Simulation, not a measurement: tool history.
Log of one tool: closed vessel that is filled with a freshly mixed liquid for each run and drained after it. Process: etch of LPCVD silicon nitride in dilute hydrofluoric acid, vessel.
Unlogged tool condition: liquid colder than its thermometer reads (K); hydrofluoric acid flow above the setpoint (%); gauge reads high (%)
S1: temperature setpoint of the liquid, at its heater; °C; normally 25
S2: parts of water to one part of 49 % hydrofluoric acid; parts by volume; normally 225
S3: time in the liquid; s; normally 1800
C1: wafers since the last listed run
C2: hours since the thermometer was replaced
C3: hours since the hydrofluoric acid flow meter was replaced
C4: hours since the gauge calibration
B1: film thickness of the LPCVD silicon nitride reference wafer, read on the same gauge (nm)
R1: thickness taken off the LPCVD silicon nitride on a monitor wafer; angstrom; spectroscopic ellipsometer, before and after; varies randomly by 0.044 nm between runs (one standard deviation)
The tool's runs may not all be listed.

run   hour    S1   S2    S3    C1      C2      C3     C4       B1     R1
  1      0    25  225  2440     0  2014.2   930.3  359.2  140.024  65.99
  2   20.9    25  225  2440   850  2035.1   951.2  380.1  140.003  64.69
  3   37.8    25  225  1800   687    2052   968.1    397  140.009  47.95
  4   59.2    25  225  1800   870  2073.4   989.5  418.4  140.006  47.33
  5   88.3    25  225  1800  1183  2102.5  1018.6  447.5  139.992  48.17
  6  119.4    25  250  1800  1265  2133.6  1049.7  478.6  140.006  43.82
  7  134.9    25  250  1800   630  2149.1  1065.2  494.1  140.006  44.59
  8  242.2    25  250  1800  4364  2256.4  1172.5  601.4  139.999  43.68
  9  254.9    25  225  1800   516  2269.1  1185.2  614.1  139.986  48.52
 10  268.7    25  225  1800   561  2282.9    1199  627.9  139.993  48.87
       282  -- thermometer replaced
 11  290.8    25  225  1800   858     8.8  1221.1    650  140.018  48.88
 12  316.9    25  225  2465  1061    34.9  1247.2  676.1  140.007  66.66
 13  332.7    25  225  2465   642    50.7    1263  691.9  139.979  66.34
 14  347.6    25  225  1800   606    65.6  1277.9  706.8  140.018  49.82
 15  373.9    25  225  1800  1069    91.9  1304.2  733.1  139.975  49.91
 16  400.7    27  135  1800  1090   118.7    1331  759.9  139.984  92.33
 17  422.8    25  225  1800   898   140.8  1353.1    782  139.975  48.83
 18  458.3    25  225  1800  1444   176.3  1388.6  817.5  139.995  50.04
     467.4  -- hydrofluoric acid flow meter replaced
 19  488.7  26.5  225  1215  1195   206.7    21.3  847.9  140.018  32.86
 20  503.5    20  190  2495   602   221.5    36.1  862.7  139.992  52.82
 21  531.1    25  225  1800  1122   249.1    63.7  890.3  139.996  44.44
 22    562  29.5  225  2185  1256     280    94.6  921.2  140.002  69.95
     590.9  -- gauge calibrated
 23  595.9    25  225  1800  1379   313.9   128.5      5  139.993  44.57

Run 24 is up next; what results do you expect?
 24  608.3  26.5  300  2615  504  326.3  140.9  17.4   ?   ?

B1: 139.985
R1: 53.78 angstrom
On a tool with no hidden condition, and with the same random variation, this run would have come out at R1 53.15 angstrom.
